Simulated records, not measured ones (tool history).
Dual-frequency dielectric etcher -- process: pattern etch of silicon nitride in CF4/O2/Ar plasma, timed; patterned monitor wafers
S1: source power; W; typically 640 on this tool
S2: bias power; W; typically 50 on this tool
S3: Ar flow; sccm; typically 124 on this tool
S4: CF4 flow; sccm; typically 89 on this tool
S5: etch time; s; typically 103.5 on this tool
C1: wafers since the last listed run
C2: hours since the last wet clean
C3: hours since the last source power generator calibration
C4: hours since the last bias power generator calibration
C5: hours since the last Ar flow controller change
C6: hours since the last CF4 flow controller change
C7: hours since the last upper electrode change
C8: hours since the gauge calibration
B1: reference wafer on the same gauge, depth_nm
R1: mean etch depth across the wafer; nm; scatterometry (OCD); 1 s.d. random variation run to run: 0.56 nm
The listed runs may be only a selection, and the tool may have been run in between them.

| run | day | S1 | S2 | S3 | S4 | S5 | C1 | C2 | C3 | C4 | C5 | C6 | C7 | C8 | B1 | R1 |
|---|---|---|---|---|---|---|---|---|---|---|---|---|---|---|---|---|
| 1 | 0.000 | 640 | 50 | 124 | 89 | 103.5 | 0 | 171.9 | 6.7 | 3592.3 | 3880.4 | 1856.5 | 264.6 | 1704.9 | 170.0 | 205.9 |
| 2 | 1.846 | 640 | 50 | 124 | 96 | 103.5 | 388 | 216.2 | 51.0 | 3636.6 | 3924.7 | 1900.8 | 308.9 | 1749.2 | 170.1 | 207.7 |
| 3 | 3.654 | 640 | 50 | 124 | 96 | 103.5 | 380 | 259.6 | 94.4 | 3680.0 | 3968.1 | 1944.2 | 352.3 | 1792.6 | 170.0 | 207.4 |
| 4 | 5.746 | 640 | 50 | 124 | 75 | 130.5 | 439 | 309.8 | 144.6 | 3730.2 | 4018.3 | 1994.4 | 402.5 | 1842.8 | 169.9 | 251.1 |
| 5 | 7.379 | 640 | 50 | 124 | 89 | 103.5 | 343 | 349.0 | 183.8 | 3769.4 | 4057.5 | 2033.6 | 441.7 | 1882.0 | 170.0 | 203.9 |
|  | 8.792 | Ar flow controller replaced |
| 6 | 8.812 | 640 | 50 | 124 | 89 | 93.0 | 248 | 383.4 | 218.2 | 3803.8 | 0.5 | 2068.0 | 476.1 | 1916.4 | 170.0 | 182.9 |
| 7 | 11.396 | 560 | 50 | 124 | 89 | 91.5 | 543 | 445.4 | 280.2 | 3865.8 | 62.5 | 2130.0 | 538.1 | 1978.4 | 169.9 | 166.0 |
|  | 12.458 | gauge calibrated |
| 8 | 12.750 | 700 | 50 | 124 | 89 | 103.5 | 284 | 477.9 | 312.7 | 3898.3 | 95.0 | 2162.5 | 570.6 | 7.0 | 170.0 | 213.8 |
| 9 | 14.371 | 640 | 50 | 124 | 79 | 103.5 | 340 | 516.8 | 351.6 | 3937.2 | 133.9 | 2201.4 | 609.5 | 45.9 | 170.1 | 198.7 |
|  | 15.133 | bias power generator calibrated |
| 10 | 16.217 | 640 | 50 | 124 | 89 | 103.5 | 353 | 561.1 | 395.9 | 26.0 | 178.2 | 2245.7 | 653.8 | 90.2 | 170.1 | 202.0 |
| 11 | 19.008 | 490 | 60 | 144 | 72 | 103.5 | 587 | 628.1 | 462.9 | 93.0 | 245.2 | 2312.7 | 720.8 | 157.2 | 170.1 | 172.7 |
|  | 21.604 | CF4 flow controller replaced |
|  | 22.254 | wet clean of the chamber |
| 12 | 22.275 | 640 | 50 | 124 | 89 | 103.5 | 497 | 0.5 | 541.3 | 171.4 | 323.6 | 16.1 | 799.2 | 235.6 | 170.0 | 203.2 |
| 13 | 23.262 | 640 | 50 | 124 | 89 | 103.5 | 207 | 24.2 | 565.0 | 195.1 | 347.3 | 39.8 | 822.9 | 259.3 | 169.9 | 204.9 |
| 14 | 25.746 | 640 | 50 | 124 | 81 | 93.0 | 522 | 83.8 | 624.6 | 254.7 | 406.9 | 99.4 | 882.5 | 318.9 | 170.0 | 180.6 |
| 15 | 26.933 | 640 | 50 | 124 | 80 | 103.5 | 249 | 112.3 | 653.1 | 283.2 | 435.4 | 127.9 | 911.0 | 347.4 | 170.0 | 200.7 |
| 16 | 29.075 | 640 | 50 | 149 | 89 | 79.0 | 450 | 163.7 | 704.5 | 334.6 | 486.8 | 179.3 | 962.4 | 398.8 | 170.0 | 150.3 |
| 17 | 31.571 | 640 | 61 | 107 | 89 | 103.5 | 524 | 223.6 | 764.4 | 394.5 | 546.7 | 239.2 | 1022.3 | 458.7 | 170.1 | 220.0 |
| 18 | 34.100 | 520 | 50 | 124 | 103 | 103.5 | 531 | 284.3 | 825.1 | 455.2 | 607.4 | 299.9 | 1083.0 | 519.4 | 170.0 | 183.0 |
| 19 | 36.779 | 640 | 50 | 124 | 89 | 103.5 | 563 | 348.6 | 889.4 | 519.5 | 671.7 | 364.2 | 1147.3 | 583.7 | 170.0 | 202.8 |
| 20 | 38.567 | 640 | 50 | 124 | 75 | 130.5 | 375 | 391.5 | 932.3 | 562.4 | 714.6 | 407.1 | 1190.2 | 626.6 | 170.1 | 247.9 |
| 21 | 39.900 | 500 | 50 | 124 | 96 | 103.5 | 280 | 423.5 | 964.3 | 594.4 | 746.6 | 439.1 | 1222.2 | 658.6 | 169.9 | 177.1 |

Had the tool no unlogged condition, and each run kept its random variation, what would the results have been?
The tool's hidden condition here consists of: etch rate over this chamber's usual, %; source power that arrives over what is set, %; bias power that arrives over what is set, %; Ar flow that arrives over what is set, %; CF4 flow that arrives over what is set, %; gauge reads high (%).
| run | R1 |
|---|---|
| 1 | 206.9 |
| 2 | 209.2 |
| 3 | 209.3 |
| 4 | 254.0 |
| 5 | 206.6 |
| 6 | 185.5 |
| 7 | 168.9 |
| 8 | 217.8 |
| 9 | 202.7 |
| 10 | 206.5 |
| 11 | 177.0 |
| 12 | 204.9 |
| 13 | 206.9 |
| 14 | 182.7 |
| 15 | 203.3 |
| 16 | 152.6 |
| 17 | 223.8 |
| 18 | 186.5 |
| 19 | 207.3 |
| 20 | 253.7 |
| 21 | 181.5 |
